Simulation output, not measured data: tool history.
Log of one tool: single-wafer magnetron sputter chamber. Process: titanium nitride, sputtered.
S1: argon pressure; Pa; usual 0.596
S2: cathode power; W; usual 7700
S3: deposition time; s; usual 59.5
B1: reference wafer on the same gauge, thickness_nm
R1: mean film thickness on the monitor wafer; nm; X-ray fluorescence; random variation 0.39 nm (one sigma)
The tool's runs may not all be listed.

run   hour     S1    S2    S3      B1       R1
  1      0  0.596  7700  55.6  76.308   73.322
  2   20.3  0.596  7700  59.5  76.169   78.857
      74.3  -- sputter target and shields replaced
  3  100.1  0.596  7700  59.5  76.199   78.485
  4  123.8  0.596  7700  59.5  76.115   78.937
  5  155.6  0.596  9200  59.5  76.038   93.569
  6  170.2  0.596  9200  59.5  76.034    94.21
     194.3  -- gauge calibrated
  7  196.8  0.596  7000  59.5  79.301   74.299
  8  218.2  0.596  7000  59.5  79.273   74.492
     228.4  -- magnet pack replaced
  9  246.4  0.596  7000  59.5  79.008   74.655
 10  273.6  0.596  7700  59.5  78.869   81.477
 11  290.7  0.596  7700  59.5  78.665   81.455
     323.5  -- sputter target and shields replaced
 12    324  0.596  7700  64.8  78.339   88.113
     339.8  -- capacitance manometer re-zeroed and calibrated
 13    349  0.596  7700  59.5  78.229   80.104
 14  375.5  0.596  6200  52.1  77.868   56.425
 15  389.1  0.596  6200  59.5  77.864   64.745
 16  403.6  0.596  7700  59.5  77.765   79.911
 17  419.9  0.596  7700  59.5  77.783    80.25
 18  450.5  0.403  5850  64.8  77.519   74.814
 19  486.3  0.596  7700  59.5  77.462   80.441
 20  508.9  0.712  6450  59.5  77.132   62.605
 21  526.7  0.503  7700  59.5  77.212   83.399
 22  544.1    0.7  9300  65.9  77.119  100.057
     565.6  -- sputter target and shields replaced
 23  632.1  0.368  7700  47.9   76.81   73.574
 24  645.1  0.596  7700  59.5  76.599   79.106
 25  674.6  0.532  7700  65.2  76.559   89.771
 26  705.3  0.596  8250  59.5  76.706   85.477

The next listed run, before its measurement:
 27   731  0.73  6800  54.1   ?   ?

{"run 27": {"B1": 76.471, "R1": 58.618}}
Without the tool's hidden state the same run would have given R1 61.041 nm.

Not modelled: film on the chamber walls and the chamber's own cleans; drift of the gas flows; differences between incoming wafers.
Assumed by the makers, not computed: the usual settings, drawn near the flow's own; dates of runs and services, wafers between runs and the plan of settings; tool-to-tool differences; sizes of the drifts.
